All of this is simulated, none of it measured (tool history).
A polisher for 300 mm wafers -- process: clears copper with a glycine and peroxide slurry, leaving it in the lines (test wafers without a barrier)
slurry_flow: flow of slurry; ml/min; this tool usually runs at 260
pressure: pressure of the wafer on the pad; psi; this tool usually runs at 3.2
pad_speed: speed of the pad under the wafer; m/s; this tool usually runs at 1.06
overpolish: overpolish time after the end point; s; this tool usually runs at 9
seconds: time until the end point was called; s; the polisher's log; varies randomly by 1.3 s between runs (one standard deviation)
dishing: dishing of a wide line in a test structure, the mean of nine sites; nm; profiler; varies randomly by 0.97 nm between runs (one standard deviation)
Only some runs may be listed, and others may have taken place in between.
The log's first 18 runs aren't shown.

run    hour  slurry_flow  pressure  pad_speed  overpolish  wafers since the last listed run  wafers polished on this pad  hours since the slurry nozzle was cleaned  hours since the head pressure was calibrated  incoming thickness of the incoming film, nm  seconds  dishing
 19  1207.4          260       3.2       1.06           7                               509                         4851                                      290.5                                          87.2                                        423.9     80.0     27.6
     1235.8  -- worn pad replaced by a new one
 20  1273.9          260       3.2       1.06           9                               408                          249                                      357.0                                         153.7                                        427.3     72.5     37.7
 21  1381.8          260       2.5       1.06           7                               705                          955                                      464.9                                         261.6                                        429.5     89.5     25.7
 22  1422.5          325       3.2       1.34           7                               266                         1221                                      505.6                                         302.3                                        437.5     62.7     36.6
     1511.8  -- slurry nozzle cleaned
 23  1525.7          260       3.2       1.06           9                               668                         1890                                       13.9                                         405.5                                        423.9     74.3     37.0
 24  1612.8          260       4.1       1.06           7                               569                         2460                                      101.0                                         492.6                                        436.8     64.5     35.3
 25  1683.7          315       4.1       1.06           6                               463                         2924                                      171.9                                         563.5                                        433.8     66.0     31.9
 26  1763.9          330       3.2       1.06           9                               524                         3448                                      252.1                                         643.7                                        433.5     80.6     34.8
 27  1867.0          340       3.2       1.06           9                               674                         4123                                      355.2                                         746.8                                        425.2     83.0     35.9
     1948.7  -- worn pad replaced by a new one
 28  1951.6          305       3.2       1.28          11                               527                           19                                      439.8                                         831.4                                        427.9     64.0     49.3
 29  2008.7          175       3.2       0.76           9                               373                          392                                      496.9                                         888.5                                        424.3    107.3     27.3
 30  2111.3          260       2.2       0.86           9                               671                         1063                                      599.5                                         991.1                                        431.3    123.5     23.4
 31  2187.4          260       4.1       1.06           9                               497                         1561                                      675.6                                        1067.2                                        430.8     65.4     41.7
     2238.1  -- slurry nozzle cleaned
 32  2291.0          260       3.2       1.06           9                               671                         2233                                       52.9                                        1170.8                                        429.4     84.0     34.6
 33  2364.2          325       2.4       1.06          11                               478                         2711                                      126.1                                        1244.0                                        430.2    103.7     33.9
 34  2435.8          260       3.8       0.76          12                               468                         3180                                      197.7                                        1315.6                                        426.8     99.3     39.3

Alternative continuations, all from the tool just after run 34; predict every row:
  A  2436.3          300       3.2       1.06           9                                 3                         3183                                      198.2                                        1316.1                                        430.9        ?        ?
  B  2436.3          345       2.6       0.94           9                                 3                         3183                                      198.2                                        1316.1                                        430.9        ?        ?
  C  2436.3          260       3.7       1.36           9                                 3                         3183                                      198.2                                        1316.1                                        430.9        ?        ?
  D  2436.3          170       3.8       1.22           8                                 3                         3183                                      198.2                                        1316.1                                        430.9        ?        ?

run  seconds  dishing
  A     85.5     34.9
  B    110.1     27.9
  C     61.9     45.8
  D     70.8     37.2
The same runs, with their run-to-run variation unchanged, on a tool lacking any hidden condition would have given:
run  seconds  dishing
  A     69.1     42.0
  B     89.6     33.5
  C     49.7     54.9
  D     56.9     44.9
